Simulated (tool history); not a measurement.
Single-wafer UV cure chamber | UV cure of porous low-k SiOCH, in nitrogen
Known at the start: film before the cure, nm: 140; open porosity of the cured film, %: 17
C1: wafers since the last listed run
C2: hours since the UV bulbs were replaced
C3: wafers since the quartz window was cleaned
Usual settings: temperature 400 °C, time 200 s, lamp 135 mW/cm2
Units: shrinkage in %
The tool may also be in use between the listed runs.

Run 1, day 0: usual settings; C1 0; C2 60.1; C3 1693. Result: shrinkage 11.642 %.
Run 2, day 1.75: usual settings; C1 245; C2 102.1; C3 1938. Result: shrinkage 11.648 %.
Run 3, day 4.688: usual settings; C1 411; C2 172.6; C3 2350. Result: shrinkage 11.535 %.
Run 4, day 6.3: usual settings but temperature 386 °C; C1 225; C2 211.3; C3 2575. Result: shrinkage 11.232 %.
At day 7.1: quartz window cleaned.
Run 5, day 8.504: usual settings but temperature 386 °C; C1 262; C2 264.2; C3 196. Result: shrinkage 11.191 %.
Run 6, day 10.304: usual settings; C1 252; C2 307.4; C3 448. Result: shrinkage 11.723 %.
Run 7, day 14.221: usual settings; C1 548; C2 401.4; C3 997. Result: shrinkage 11.464 %.
Run 8, day 18.612: usual settings; C1 615; C2 506.8; C3 1612. Result: shrinkage 11.471 %.
Run 9, day 20.546: usual settings; C1 270; C2 553.2; C3 1883. Result: shrinkage 11.572 %.
Run 10, day 24.338: usual settings; C1 531; C2 644.2; C3 2414. Result: shrinkage 11.311 %.
Run 11, day 28.046: usual settings but temperature 407 °C, time 285 s; C1 519; C2 733.2; C3 2933. Result: shrinkage 13.257 %.
At day 30.204: quartz window cleaned.
Run 12, day 32.121: usual settings but temperature 407 °C, time 285 s; C1 524; C2 831; C3 268. Result: shrinkage 12.801 %.
Run 13, day 35.7: usual settings but temperature 407 °C, time 285 s; C1 501; C2 916.9; C3 769. Result: shrinkage 12.887 %.
Run 14, day 37.296: usual settings but temperature 409 °C; C1 223; C2 955.2; C3 993. Result: shrinkage 11.399 %.
Run 15, day 40.175: usual settings but temperature 409 °C; C1 403; C2 1024.3; C3 1396. Result: shrinkage 11.1 %.
Run 16, day 41.808: usual settings but temperature 409 °C; C1 228; C2 1063.5; C3 1625. Result: shrinkage 11.111 %.
Run 17, day 44.779: usual settings but temperature 388 °C, time 150 s, lamp 174 mW/cm2; C1 416; C2 1134.8; C3 2041. Result: shrinkage 11.016 %.
Run 18, day 50.692: usual settings but time 310 s, lamp 159 mW/cm2; C1 828; C2 1276.7; C3 2869. Result: shrinkage 13.697 %.
At day 52.833: quartz window cleaned.
Run 19, day 53.096: usual settings but temperature 384 °C, time 145 s; C1 290; C2 1334.4; C3 36. Result: shrinkage 9.373 %.
Run 20, day 56.575: usual settings; C1 487; C2 1417.9; C3 523. Result: shrinkage 11.025 %.
Run 21, day 60.629: usual settings but temperature 412 °C, time 85 s, lamp 167 mW/cm2; C1 567; C2 1515.2; C3 1091. Result: shrinkage 8.434 %.
Run 22, day 62.45: usual settings but lamp 97 mW/cm2; C1 255; C2 1558.9; C3 1346. Result: shrinkage 9.363 %.
At day 64.408: UV bulbs replaced.
Run 23, day 64.429: usual settings but temperature 381 °C; C1 230; C2 0.5; C3 1577. Result: shrinkage 11.436 %.
Run 24, day 66.229: usual settings but temperature 381 °C, lamp 146 mW/cm2; C1 252; C2 43.7; C3 1829. Result: shrinkage 11.631 %.
Run 25, day 67.825: usual settings; C1 223; C2 82; C3 2053. Result: shrinkage 11.724 %.
Run 26, day 69.758: usual settings but lamp 152 mW/cm2; C1 270; C2 128.4; C3 2323. Result: shrinkage 12.235 %.
Run 27, day 72.288: usual settings but temperature 385 °C, lamp 172 mW/cm2; C1 354; C2 189.1; C3 2678. Result: shrinkage 12.423 %.
At day 75.104: quartz window cleaned.
Run 28, day 75.538: usual settings but time 145 s, lamp 100 mW/cm2; C1 408; C2 267.1; C3 60. Result: shrinkage 8.982 %.
Run 29, day 79.512: usual settings; C1 556; C2 362.5; C3 617. Result: shrinkage 11.709 %.
Run 30, day 82.171: usual settings but temperature 414 °C, time 150 s, lamp 116 mW/cm2; C1 372; C2 426.3; C3 989. Result: shrinkage 10.041 %.
Run 31, day 84.975: usual settings but temperature 380 °C, lamp 145 mW/cm2; C1 392; C2 493.6; C3 1382. Result: shrinkage 11.412 %.
Run 32, day 87.2: usual settings but time 80 s, lamp 174 mW/cm2; C1 311; C2 547; C3 1694. Result: shrinkage 8.796 %.

Forecast run 33:
Run 33, day 89.958: usual settings; C1 386; C2 613.2; C3 2080. Result: shrinkage ?.

Run 33 gave shrinkage 11.56 %.
Without the tool's hidden state the same run would have given shrinkage 11.951 %.
